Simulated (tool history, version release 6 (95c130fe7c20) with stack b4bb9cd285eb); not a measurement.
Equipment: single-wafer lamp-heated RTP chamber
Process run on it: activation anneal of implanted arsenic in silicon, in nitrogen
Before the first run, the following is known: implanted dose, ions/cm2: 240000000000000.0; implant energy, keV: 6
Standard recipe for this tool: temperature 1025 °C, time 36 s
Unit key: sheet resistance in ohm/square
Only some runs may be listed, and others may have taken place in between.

run,day,temperature,time,wafers since the last listed run,wafers since the last pyrometer calibration,wafers since the reflector plate was cleaned,hours since the gauge calibration,"read-back reference wafer on the same gauge, sheet resistance",sheet resistance
1,0.000,1015,36,0,1485,4090,513.4,448.10,411.24
2,2.783,1015,36,781,2266,4872,580.2,448.54,407.14
3,5.208,1025,36,680,2947,5552,638.4,447.36,402.00
4,7.062,1025,36,520,3467,6073,682.9,447.67,399.94
# day 9.696: pyrometer window cleaned and pyrometer calibrated
5,9.883,1025,36,698,53,6771,750.6,447.29,405.88
6,11.804,1025,22,539,592,7310,796.7,447.90,414.67
# day 14.758: reflector plate cleaned
7,18.142,1025,36,1685,2277,949,948.8,447.63,398.75
8,20.375,1025,36,626,2904,1576,1002.4,447.51,399.58
9,24.150,1025,27,1059,3963,2635,1093.0,447.73,404.47
# day 26.146: pyrometer window cleaned and pyrometer calibrated
10,26.192,1025,27,479,12,3115,1142.0,448.03,412.70
11,29.383,1025,36,895,908,4010,1218.6,447.99,403.73
12,32.162,1025,36,780,1688,4790,1285.3,447.82,401.88
13,35.458,1025,42,925,2613,5715,1364.4,448.47,396.92
14,38.454,1025,30,840,3454,6556,1436.3,447.81,405.47
15,40.362,1025,42,535,3989,7092,1482.1,447.47,396.53
# day 43.271: pyrometer window cleaned and pyrometer calibrated
16,44.808,998,45,1154,431,8246,1588.8,447.54,414.83
# day 45.500: reflector plate cleaned
17,48.633,1025,23,979,1411,879,1680.6,448.45,412.70
# day 49.929: gauge calibrated
18,51.800,1025,29,888,2300,1768,44.9,447.78,405.64
19,55.292,1004,36,979,3280,2748,128.7,447.79,410.23
20,58.096,1012,24,787,4067,3535,196.0,447.86,416.16
# day 58.933: pyrometer window cleaned and pyrometer calibrated
21,60.788,1005,55,661,519,4197,260.6,448.50,405.22
22,62.292,1033,36,422,941,4619,296.7,448.06,400.70
23,66.558,1025,36,1197,2139,5817,399.1,448.11,403.13
24,69.779,1025,36,903,3043,6721,476.4,447.97,401.77
25,73.079,1016,15,926,3969,7647,555.6,447.98,423.64
# day 74.767: pyrometer window cleaned and pyrometer calibrated
26,75.296,1025,36,528,148,8175,608.8,448.19,405.02

3 ways to go on from here, each from the tool as it stands after run 26. What would each give?
A,75.312,1025,43,4,152,8180,609.2,?,?
B,75.312,1034,50,4,152,8180,609.2,?,?
C,75.312,1007,55,4,152,8180,609.2,?,?

run,"read-back reference wafer on the same gauge, sheet resistance",sheet resistance
A,447.72,401.30
B,447.72,392.96
C,447.72,405.61
With no hidden state in the tool, these same runs would have given:
run,sheet resistance
A,401.74
B,393.41
C,406.07
